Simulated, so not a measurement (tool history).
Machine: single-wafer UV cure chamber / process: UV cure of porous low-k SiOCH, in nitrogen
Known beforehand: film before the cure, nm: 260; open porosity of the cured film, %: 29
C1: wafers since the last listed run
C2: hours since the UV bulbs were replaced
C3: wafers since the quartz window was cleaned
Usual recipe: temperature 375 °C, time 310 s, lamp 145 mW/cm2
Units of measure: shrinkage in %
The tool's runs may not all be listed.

{"run": 1, "hour": 0.0, "temperature": 375, "time": 310, "lamp": 145, "C1": 0, "C2": 1385.8, "C3": 389, "shrinkage": 16.213}
{"run": 2, "hour": 23.3, "temperature": 375, "time": 310, "lamp": 145, "C1": 172, "C2": 1409.1, "C3": 562, "shrinkage": 15.942}
{"run": 3, "hour": 45.3, "temperature": 375, "time": 310, "lamp": 145, "C1": 163, "C2": 1431.1, "C3": 725, "shrinkage": 16.077}
{"run": 4, "hour": 71.0, "temperature": 375, "time": 310, "lamp": 145, "C1": 190, "C2": 1456.8, "C3": 916, "shrinkage": 15.898}
{"run": 5, "hour": 106.7, "temperature": 375, "time": 310, "lamp": 120, "C1": 264, "C2": 1492.5, "C3": 1181, "shrinkage": 14.726}
{"run": 6, "hour": 119.7, "temperature": 388, "time": 310, "lamp": 126, "C1": 96, "C2": 1505.5, "C3": 1277, "shrinkage": 15.525}
{"run": 7, "hour": 146.3, "temperature": 375, "time": 310, "lamp": 145, "C1": 197, "C2": 1532.1, "C3": 1474, "shrinkage": 15.865}
{"run": 8, "hour": 177.6, "temperature": 375, "time": 310, "lamp": 145, "C1": 232, "C2": 1563.4, "C3": 1706, "shrinkage": 15.971}
{"run": 9, "hour": 212.3, "temperature": 375, "time": 455, "lamp": 145, "C1": 257, "C2": 1598.1, "C3": 1964, "shrinkage": 18.033}
{"run": 10, "hour": 236.4, "temperature": 375, "time": 455, "lamp": 145, "C1": 178, "C2": 1622.2, "C3": 2142, "shrinkage": 18.473}
{"run": 11, "hour": 258.3, "temperature": 375, "time": 455, "lamp": 145, "C1": 162, "C2": 1644.1, "C3": 2305, "shrinkage": 18.276}
{"run": 12, "hour": 272.8, "temperature": 375, "time": 180, "lamp": 145, "C1": 107, "C2": 1658.6, "C3": 2412, "shrinkage": 12.798}
{"hour": 296.8, "done": "quartz window cleaned"}
{"run": 13, "hour": 297.3, "temperature": 375, "time": 180, "lamp": 145, "C1": 122, "C2": 1683.1, "C3": 3, "shrinkage": 12.865}
{"run": 14, "hour": 302.0, "temperature": 375, "time": 310, "lamp": 145, "C1": 34, "C2": 1687.8, "C3": 38, "shrinkage": 16.012}
{"run": 15, "hour": 337.0, "temperature": 375, "time": 310, "lamp": 145, "C1": 259, "C2": 1722.8, "C3": 298, "shrinkage": 16.011}
{"run": 16, "hour": 361.1, "temperature": 375, "time": 310, "lamp": 145, "C1": 178, "C2": 1746.9, "C3": 476, "shrinkage": 15.485}
{"run": 17, "hour": 380.4, "temperature": 375, "time": 310, "lamp": 145, "C1": 143, "C2": 1766.2, "C3": 619, "shrinkage": 15.599}
{"run": 18, "hour": 399.0, "temperature": 375, "time": 455, "lamp": 145, "C1": 137, "C2": 1784.8, "C3": 757, "shrinkage": 18.054}
{"run": 19, "hour": 416.9, "temperature": 380, "time": 475, "lamp": 114, "C1": 132, "C2": 1802.7, "C3": 890, "shrinkage": 17.148}
{"run": 20, "hour": 432.6, "temperature": 375, "time": 310, "lamp": 145, "C1": 116, "C2": 1818.4, "C3": 1007, "shrinkage": 15.809}
{"run": 21, "hour": 444.9, "temperature": 362, "time": 220, "lamp": 119, "C1": 91, "C2": 1830.7, "C3": 1098, "shrinkage": 12.729}
{"hour": 473.0, "done": "UV bulbs replaced"}
{"run": 22, "hour": 476.7, "temperature": 389, "time": 310, "lamp": 145, "C1": 176, "C2": 3.7, "C3": 1274, "shrinkage": 19.141}
{"run": 23, "hour": 507.4, "temperature": 366, "time": 380, "lamp": 119, "C1": 227, "C2": 34.4, "C3": 1502, "shrinkage": 18.487}
{"run": 24, "hour": 542.2, "temperature": 375, "time": 310, "lamp": 145, "C1": 258, "C2": 69.2, "C3": 1760, "shrinkage": 18.432}
{"run": 25, "hour": 568.9, "temperature": 386, "time": 310, "lamp": 134, "C1": 198, "C2": 95.9, "C3": 1958, "shrinkage": 18.41}
{"run": 26, "hour": 593.0, "temperature": 360, "time": 460, "lamp": 131, "C1": 178, "C2": 120.0, "C3": 2137, "shrinkage": 19.853}
{"run": 27, "hour": 625.6, "temperature": 382, "time": 310, "lamp": 145, "C1": 241, "C2": 152.6, "C3": 2379, "shrinkage": 18.472}
{"run": 28, "hour": 661.2, "temperature": 358, "time": 200, "lamp": 131, "C1": 264, "C2": 188.2, "C3": 2643, "shrinkage": 14.741}
{"hour": 694.7, "done": "quartz window cleaned"}
{"run": 29, "hour": 696.0, "temperature": 358, "time": 210, "lamp": 166, "C1": 198, "C2": 223.0, "C3": 9, "shrinkage": 16.076}
{"run": 30, "hour": 731.5, "temperature": 381, "time": 210, "lamp": 145, "C1": 263, "C2": 258.5, "C3": 272, "shrinkage": 15.887}
{"run": 31, "hour": 792.5, "temperature": 375, "time": 310, "lamp": 160, "C1": 452, "C2": 319.5, "C3": 725, "shrinkage": 18.477}
{"run": 32, "hour": 825.6, "temperature": 375, "time": 310, "lamp": 166, "C1": 245, "C2": 352.6, "C3": 970, "shrinkage": 18.296}

Forecast each of these 3 alternatives for the next run:
{"run": "A", "hour": 826.1, "temperature": 393, "time": 310, "lamp": 145, "C1": 3, "C2": 353.1, "C3": 974, "shrinkage": "?"}
{"run": "B", "hour": 826.1, "temperature": 356, "time": 310, "lamp": 160, "C1": 3, "C2": 353.1, "C3": 974, "shrinkage": "?"}
{"run": "C", "hour": 826.1, "temperature": 365, "time": 370, "lamp": 145, "C1": 3, "C2": 353.1, "C3": 974, "shrinkage": "?"}

run=A shrinkage=18.153
run=B shrinkage=17.831
run=C shrinkage=18.518
With no hidden state in the tool, these same runs would have given:
run=A shrinkage=19.302
run=B shrinkage=18.977
run=C shrinkage=19.668
